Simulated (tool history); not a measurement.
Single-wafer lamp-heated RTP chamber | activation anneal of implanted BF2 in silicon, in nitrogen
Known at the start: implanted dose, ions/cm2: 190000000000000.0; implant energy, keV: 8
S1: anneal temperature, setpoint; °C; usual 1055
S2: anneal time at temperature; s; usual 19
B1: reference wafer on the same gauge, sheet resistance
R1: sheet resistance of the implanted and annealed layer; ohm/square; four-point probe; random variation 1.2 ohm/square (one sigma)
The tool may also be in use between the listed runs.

run   hour    S1  S2      B1      R1
  1      0  1055  19  753.82  631.98
  2     14  1055  19  754.57  630.11
  3   27.2  1055  23  754.17  625.92
  4   44.6  1055  26  754.02     620
  5   54.2  1055  26  753.93  618.43
  6   66.7  1038  27  754.33  628.72
  7     79  1038  27  754.66  626.49
  8   90.9  1055  19   754.1  628.42
  9   96.4  1055  19  754.12  630.08
 10  108.9  1055  19  754.01     628
 11  126.6  1055  19  753.68  631.05
 12  139.7  1055  19     754   626.7
 13  150.9  1055  19  754.01  627.86
 14  162.2  1043  19  754.06  634.43
 15  174.9  1079  12  754.65  632.23
 16  192.1  1055  12  754.31  640.74
 17    207  1055   8  754.15  648.55
 18  221.5  1055  19  754.11  628.21
 19  249.4  1055  19  754.52  633.26
 20  249.8  1055  19  753.99  629.72
 21  264.4  1081  13  754.85  629.89
 22  271.6  1041  15  753.72  645.01
 23  281.6  1055   9   753.8  648.47
 24  295.4  1055  27   753.6  624.59
 25  306.2  1028  19   753.9  645.81
 26  317.5  1035  29  754.49  632.09
 27  326.6  1076  23  753.42  616.67
 28  338.2  1055  19  754.69  630.71
 29  350.9  1055  19  754.23  629.66
 30  362.3  1055  30  753.53  620.18
 31  379.3  1066  10     754  640.53
 32    386  1038  13  754.57  651.64
 33  398.4  1055  19  754.19  629.89
 34  404.8  1035  29  754.34  632.36
 35  416.8  1084  25  754.79  605.34
 36  429.7  1055  19  754.04  630.34

Not shown: 5 entries that the log had between the listed runs. Between which runs, and how does the tool's hidden state differ before and after?
Between runs 7 and 8: pyrometer window cleaned and pyrometer calibrated (hour 90.4)
  wafer temperature error from the tarnished reflector plate, K: 6.91 -> 7.1
  measured less the result without the state, R1: -3.44 -> -3.58 ohm/square
Between runs 18 and 19: reflector plate cleaned (hour 242.4); pyrometer window cleaned and pyrometer calibrated (hour 248.9)
  wafer temperature error from the tarnished reflector plate, K: 9.21 -> 0.329
  measured less the result without the state, R1: -4.67 -> -0.17 ohm/square
Between runs 21 and 22: gauge calibrated (hour 266.7)
  wafer temperature error from the tarnished reflector plate, K: 0.572 -> 0.688
  measured less the result without the state, R1: -0.26 -> -0.39 ohm/square
Between runs 35 and 36: pyrometer window cleaned and pyrometer calibrated (hour 426.2)
  wafer temperature error from the tarnished reflector plate, K: 3.04 -> 3.25
  measured less the result without the state, R1: -2.11 -> -1.63 ohm/square
